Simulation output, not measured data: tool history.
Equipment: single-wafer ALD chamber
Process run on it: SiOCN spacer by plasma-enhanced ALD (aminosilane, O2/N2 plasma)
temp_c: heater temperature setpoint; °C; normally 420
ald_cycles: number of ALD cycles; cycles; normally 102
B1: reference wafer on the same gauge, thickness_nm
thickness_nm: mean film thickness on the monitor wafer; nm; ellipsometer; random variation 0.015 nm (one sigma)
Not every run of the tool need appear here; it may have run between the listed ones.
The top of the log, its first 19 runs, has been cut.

Run 20, hour 456.1: usual settings but temp_c 428 °C, ald_cycles 121 cycles; B1 5.130. Result: thickness_nm 6.887 nm.
Run 21, hour 478.2: usual settings; B1 5.128. Result: thickness_nm 5.981 nm.
Run 22, hour 502.5: usual settings but temp_c 411 °C; B1 5.130. Result: thickness_nm 6.161 nm.
Run 23, hour 529.1: usual settings; B1 5.133. Result: thickness_nm 5.992 nm.
Run 24, hour 555.7: usual settings but ald_cycles 118 cycles; B1 5.130. Result: thickness_nm 6.910 nm.
Run 25, hour 583.9: usual settings; B1 5.130. Result: thickness_nm 5.973 nm.
Run 26, hour 607.4: usual settings but ald_cycles 121 cycles; B1 5.130. Result: thickness_nm 7.070 nm.
At hour 627.2: thermocouple changed; heater temperature recalibrated.
Run 27, hour 627.7: usual settings but ald_cycles 112 cycles; B1 5.128. Result: thickness_nm 6.697 nm.
Run 28, hour 654.6: usual settings; B1 5.132. Result: thickness_nm 6.093 nm.
Run 29, hour 668.8: usual settings but temp_c 434 °C, ald_cycles 119 cycles; B1 5.129. Result: thickness_nm 6.773 nm.
Run 30, hour 772.6: usual settings but ald_cycles 97 cycles; B1 5.136. Result: thickness_nm 5.757 nm.
Run 31, hour 805.6: usual settings but temp_c 416 °C, ald_cycles 116 cycles; B1 5.128. Result: thickness_nm 7.020 nm.
At hour 814.8: gauge calibrated.
Run 32, hour 821.9: usual settings but temp_c 415 °C, ald_cycles 121 cycles; B1 5.133. Result: thickness_nm 7.308 nm.

What if the next run were any one of these 5? Each begins from the tool's condition after run 32:
Run A, hour 822.5: usual settings; B1 ?. Result: thickness_nm ?.
Run B, hour 822.5: usual settings but temp_c 431 °C, ald_cycles 93 cycles; B1 ?. Result: thickness_nm ?.
Run C, hour 822.5: usual settings but temp_c 407 °C, ald_cycles 82 cycles; B1 ?. Result: thickness_nm ?.
Run D, hour 822.5: usual settings but temp_c 434 °C, ald_cycles 121 cycles; B1 ?. Result: thickness_nm ?.
Run E, hour 822.5: usual settings but temp_c 425 °C, ald_cycles 97 cycles; B1 ?. Result: thickness_nm ?.

run     B1  thickness_nm
  A  5.132         6.074
  B  5.132         5.326
  C  5.132         5.104
  D  5.132         6.855
  E  5.132         5.676
The same runs, with their run-to-run variation unchanged, on a tool lacking any hidden condition would have given:
run  thickness_nm
  A         6.105
  B         5.354
  C         5.128
  D         6.891
  E         5.705
